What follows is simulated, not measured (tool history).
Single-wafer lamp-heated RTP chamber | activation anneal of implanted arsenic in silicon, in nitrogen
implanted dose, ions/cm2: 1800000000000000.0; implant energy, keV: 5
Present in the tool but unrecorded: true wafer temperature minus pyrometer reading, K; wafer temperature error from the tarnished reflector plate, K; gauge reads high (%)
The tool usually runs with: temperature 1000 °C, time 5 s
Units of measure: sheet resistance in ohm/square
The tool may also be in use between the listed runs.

run	hour	temperature	time	wafers since the last listed run	wafers since the last pyrometer calibration	wafers since the reflector plate was cleaned	hours since the gauge calibration	read-back reference wafer on the same gauge, sheet resistance	sheet resistance
1	0	1000	4	0	2585	1384	184.8	227.02	215.57
# hour 8.7: pyrometer window cleaned and pyrometer calibrated
2	41.6	1000	4	593	581	1978	226.4	227.43	215.74
3	72.9	1000	4	553	1134	2531	257.7	227.7	217.49
4	130.2	1000	5	1012	2147	3543	315	228.07	209.05
# hour 153.1: pyrometer window cleaned and pyrometer calibrated
5	156.1	1000	5	316	52	3860	340.9	228.18	209.73
6	224.8	1000	5	1214	1267	5074	409.6	229.3	209.58
# hour 255.3: reflector plate cleaned
# hour 298.1: pyrometer window cleaned and pyrometer calibrated
7	298.6	1000	5	1021	8	624	483.4	229.61	209.96
8	350.4	1016	3	915	924	1539	535.2	230.52	209.93
9	391.6	1016	3	728	1652	2267	576.4	230.56	210.66
# hour 444.2: pyrometer window cleaned and pyrometer calibrated
10	456.8	991	6	1010	222	3278	641.6	231.34	214.79
11	500.9	972	6	779	1001	4058	685.7	231.54	240
12	532.4	992	8	556	1558	4614	717.2	231.75	203.07
13	556.7	983	4	429	1988	5044	741.5	231.84	241.12
# hour 601.3: pyrometer window cleaned and pyrometer calibrated
# hour 601.9: gauge calibrated
# hour 612.8: reflector plate cleaned
14	622.2	1000	5	874	228	166	20.3	225.76	205.7
15	665	974	7	756	984	922	63.1	226.65	225.3
16	702.2	1000	8	657	1641	1580	100.3	227.28	187.09
17	734.3	1000	5	567	2209	2147	132.4	226.71	207.44
# hour 765.7: pyrometer window cleaned and pyrometer calibrated
18	768.3	1000	5	459	45	2607	166.4	227.36	207.84

Measured result minus the same run's result without the hidden state. Both carry the same run-to-run variation, though not necessarily the same gauge scatter:
run	sheet resistance
1	+1.04
2	+1.4
3	+1.68
4	+2.09
5	+2.3
6	+2.86
7	+3.46
8	+3.88
9	+4.24
10	+4.86
11	+5.83
12	+5.17
13	+6.37
14	+0.01
15	+0.39
16	+0.6
17	+0.93
18	+1.22

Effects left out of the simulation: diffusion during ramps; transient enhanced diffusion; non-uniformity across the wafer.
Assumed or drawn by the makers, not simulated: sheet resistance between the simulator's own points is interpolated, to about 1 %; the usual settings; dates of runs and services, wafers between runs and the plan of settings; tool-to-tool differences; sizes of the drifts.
